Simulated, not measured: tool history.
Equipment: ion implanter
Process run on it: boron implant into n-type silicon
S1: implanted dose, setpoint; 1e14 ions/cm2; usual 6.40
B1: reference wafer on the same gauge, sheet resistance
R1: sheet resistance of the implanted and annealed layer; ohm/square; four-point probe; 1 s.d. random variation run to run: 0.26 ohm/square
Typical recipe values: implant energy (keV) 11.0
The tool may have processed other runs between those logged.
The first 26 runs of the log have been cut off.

Run 27, hour 335.6: usual settings but S1 7.67 1e14 ions/cm2, implant energy (keV) 9.5; B1 177.99. Result: R1 149.92 ohm/square.
At hour 356.1: extraction supply calibrated.
Run 28, hour 356.6: usual settings; B1 177.92. Result: R1 173.93 ohm/square.
Run 29, hour 365.2: usual settings but S1 5.45 1e14 ions/cm2, implant energy (keV) 14.5; B1 177.87. Result: R1 194.51 ohm/square.
Run 30, hour 378.0: usual settings but S1 7.07 1e14 ions/cm2, implant energy (keV) 10.0; B1 177.95. Result: R1 160.22 ohm/square.
Run 31, hour 387.3: usual settings but S1 4.71 1e14 ions/cm2, implant energy (keV) 14.0; B1 178.00. Result: R1 220.37 ohm/square.
Run 32, hour 400.5: usual settings but implant energy (keV) 12.5; B1 178.13. Result: R1 171.77 ohm/square.
Run 33, hour 410.6: usual settings but S1 7.00 1e14 ions/cm2, implant energy (keV) 15.0; B1 178.00. Result: R1 155.69 ohm/square.
Run 34, hour 427.4: usual settings but S1 7.35 1e14 ions/cm2, implant energy (keV) 13.5; B1 178.03. Result: R1 150.40 ohm/square.
Run 35, hour 472.7: usual settings; B1 178.07. Result: R1 172.44 ohm/square.
Run 36, hour 482.3: usual settings but S1 7.95 1e14 ions/cm2, implant energy (keV) 7.5; B1 178.06. Result: R1 147.71 ohm/square.

Branching from run 36: 5 alternative next runs. What would each branch give?
Run A, hour 482.7: usual settings but S1 5.43 1e14 ions/cm2; B1 ?. Result: R1 ?.
Run B, hour 482.7: usual settings but S1 7.84 1e14 ions/cm2, implant energy (keV) 8.0; B1 ?. Result: R1 ?.
Run C, hour 482.7: usual settings but S1 7.73 1e14 ions/cm2, implant energy (keV) 10.0; B1 ?. Result: R1 ?.
Run D, hour 482.7: usual settings but S1 4.69 1e14 ions/cm2, implant energy (keV) 13.5; B1 ?. Result: R1 ?.
Run E, hour 482.7: usual settings but S1 7.59 1e14 ions/cm2, implant energy (keV) 9.0; B1 ?. Result: R1 ?.

run      B1      R1
  A  177.99  199.28
  B  177.99  148.48
  C  177.99  147.11
  D  177.99  221.17
  E  177.99  150.94
With no hidden state in the tool, these same runs would have given:
run      R1
  A  201.56
  B  150.17
  C  148.83
  D  223.62
  E  152.69
